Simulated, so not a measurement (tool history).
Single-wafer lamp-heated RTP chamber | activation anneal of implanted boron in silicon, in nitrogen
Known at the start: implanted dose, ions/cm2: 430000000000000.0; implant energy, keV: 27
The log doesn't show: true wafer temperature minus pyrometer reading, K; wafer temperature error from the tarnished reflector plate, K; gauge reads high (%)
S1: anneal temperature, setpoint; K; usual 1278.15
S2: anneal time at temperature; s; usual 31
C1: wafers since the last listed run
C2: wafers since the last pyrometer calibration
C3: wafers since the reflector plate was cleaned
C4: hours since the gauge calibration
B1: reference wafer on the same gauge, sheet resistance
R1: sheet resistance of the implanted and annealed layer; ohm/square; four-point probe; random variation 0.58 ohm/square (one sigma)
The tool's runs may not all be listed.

run,hour,S1,S2,C1,C2,C3,C4,B1,R1
1,0,1291.15,31,0,1739,1739,1877.7,251.88,260.14
2,50.3,1291.15,31,673,2412,2412,1928,252,260.52
3,95.7,1278.15,24,607,3020,3020,1973.4,251.85,265.03
4,149.5,1278.15,31,719,3740,3740,2027.2,251.96,264.5
5,211.2,1278.15,31,825,4565,4565,2088.9,251.78,264.23
6,255.4,1272.15,31,591,5157,5157,2133.1,251.97,267.01
7,308.5,1272.15,31,710,5867,5867,2186.2,252.07,265.58
8,342.6,1258.15,31,456,6323,6323,2220.3,252.11,274.69
9,378.6,1258.15,31,481,6805,6805,2256.3,251.92,274.4
10,420.4,1258.15,31,559,7364,7364,2298.1,252.03,274.72
# hour 447.8: gauge calibrated
11,466.3,1254.15,44,614,7978,7978,18.5,247.18,270.39
# hour 489.7: pyrometer window cleaned and pyrometer calibrated
# hour 509.1: reflector plate cleaned
12,511.7,1287.15,31,393,187,35,63.9,247.41,257.09
13,566.1,1278.15,21,727,915,763,118.3,247.89,260.18
14,600.1,1291.15,19,454,1370,1218,152.3,248.01,258.67
15,639.2,1289.15,19,523,1893,1741,191.4,248.19,258.47
16,699,1270.15,39,800,2693,2541,251.2,248.44,262.39
17,751.2,1278.15,31,698,3391,3239,303.4,248.72,261.66
18,787.7,1278.15,31,488,3880,3728,339.9,248.74,260.21
19,842.7,1267.15,39,735,4616,4464,394.9,249.17,264.34
20,876.9,1256.15,36,457,5073,4921,429.1,249.25,271.15
21,933.2,1295.15,31,753,5827,5674,485.4,249.54,258.17
22,964.8,1255.15,39,422,6249,6097,517,249.5,272.46
23,995,1289.15,15,404,6653,6501,547.2,249.54,260.99
# hour 1039.4: pyrometer window cleaned and pyrometer calibrated
24,1064.6,1250.15,37,824,336,7326,616.8,249.92,278.03
25,1121.1,1278.15,24,755,1092,8082,673.3,250.02,263.1
26,1159.1,1259.15,17,508,1601,8590,711.3,250.22,276.53
27,1192.4,1255.15,40,445,2046,9036,744.6,250.2,273.08
# hour 1278.1: reflector plate cleaned
28,1371.3,1278.15,31,2286,4333,1246,923.5,250.52,262.76

Forecast run 29:
29,1442.1,1303.15,19,947,5280,2194,994.3,?,?

B1: 250.8
R1: 259.19 ohm/square
Without the tool's hidden state the same run would have given R1 255.36 ohm/square.
